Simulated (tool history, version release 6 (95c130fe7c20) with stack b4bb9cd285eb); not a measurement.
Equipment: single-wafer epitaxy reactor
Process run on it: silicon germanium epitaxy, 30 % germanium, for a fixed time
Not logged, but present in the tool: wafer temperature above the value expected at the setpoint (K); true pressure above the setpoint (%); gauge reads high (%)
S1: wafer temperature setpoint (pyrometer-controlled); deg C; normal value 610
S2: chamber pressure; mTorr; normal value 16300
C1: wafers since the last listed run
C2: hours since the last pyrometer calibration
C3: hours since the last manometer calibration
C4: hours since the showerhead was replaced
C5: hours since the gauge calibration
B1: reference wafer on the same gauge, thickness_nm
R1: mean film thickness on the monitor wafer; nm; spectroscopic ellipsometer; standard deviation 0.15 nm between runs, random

| run | hour | S1 | S2 | C1 | C2 | C3 | C4 | C5 | B1 | R1 |
|---|---|---|---|---|---|---|---|---|---|---|
| 1 | 0 | 605 | 13000 | 0 | 1197 | 2391 | 6644.1 | 18.8 | 65.262 | 56.102 |
| 2 | 16.7 | 610 | 16300 | 243 | 1213.7 | 2407.7 | 6660.8 | 35.5 | 65.31 | 64.747 |
| 3 | 30.5 | 610 | 16300 | 201 | 1227.5 | 2421.5 | 6674.6 | 49.3 | 65.367 | 64.867 |
| 4 | 44.6 | 599 | 16300 | 205 | 1241.6 | 2435.6 | 6688.7 | 63.4 | 65.371 | 54.372 |
| 5 | 60.7 | 599 | 16300 | 234 | 1257.7 | 2451.7 | 6704.8 | 79.5 | 65.433 | 54.33 |
| 6 | 89.6 | 610 | 16300 | 421 | 1286.6 | 2480.6 | 6733.7 | 108.4 | 65.516 | 64.951 |
| 7 | 116.3 | 610 | 16300 | 388 | 1313.3 | 2507.3 | 6760.4 | 135.1 | 65.591 | 65.011 |
|  | 131.8 | showerhead replaced |
|  | 138.8 | pyrometer calibrated |
| 8 | 139.3 | 610 | 14200 | 117 | 0.5 | 2530.3 | 7.5 | 158.1 | 65.632 | 62.285 |
|  | 149.8 | capacitance manometer re-zeroed and calibrated |
| 9 | 150.3 | 615 | 13200 | 43 | 11.5 | 0.5 | 18.5 | 169.1 | 65.692 | 66.079 |
|  | 160.1 | gauge calibrated |
| 10 | 176.1 | 619 | 15200 | 375 | 37.3 | 26.3 | 44.3 | 16 | 65.194 | 72.763 |
| 11 | 198.3 | 601 | 16300 | 323 | 59.5 | 48.5 | 66.5 | 38.2 | 65.263 | 55.822 |
| 12 | 211.7 | 610 | 16300 | 195 | 72.9 | 61.9 | 79.9 | 51.6 | 65.318 | 64.662 |
| 13 | 237 | 610 | 14000 | 368 | 98.2 | 87.2 | 105.2 | 76.9 | 65.395 | 61.776 |
| 14 | 255.2 | 610 | 16300 | 265 | 116.4 | 105.4 | 123.4 | 95.1 | 65.384 | 64.703 |
| 15 | 289.6 | 598 | 19800 | 501 | 150.8 | 139.8 | 157.8 | 129.5 | 65.48 | 56.995 |

3 ways to go on from here, each from the tool as it stands after run 15. What would each give?
| A | 290 | 610 | 16300 | 5 | 151.2 | 140.2 | 158.2 | 129.9 | ? | ? |
| B | 290 | 616 | 18000 | 5 | 151.2 | 140.2 | 158.2 | 129.9 | ? | ? |
| C | 290 | 606 | 12300 | 5 | 151.2 | 140.2 | 158.2 | 129.9 | ? | ? |

| run | B1 | R1 |
|---|---|---|
| A | 65.508 | 64.701 |
| B | 65.508 | 73.27 |
| C | 65.508 | 55.904 |
With the hidden condition removed and each run's random variation left untouched, the same runs would have given:
| run | R1 |
|---|---|
| A | 64.409 |
| B | 72.94 |
| C | 55.652 |

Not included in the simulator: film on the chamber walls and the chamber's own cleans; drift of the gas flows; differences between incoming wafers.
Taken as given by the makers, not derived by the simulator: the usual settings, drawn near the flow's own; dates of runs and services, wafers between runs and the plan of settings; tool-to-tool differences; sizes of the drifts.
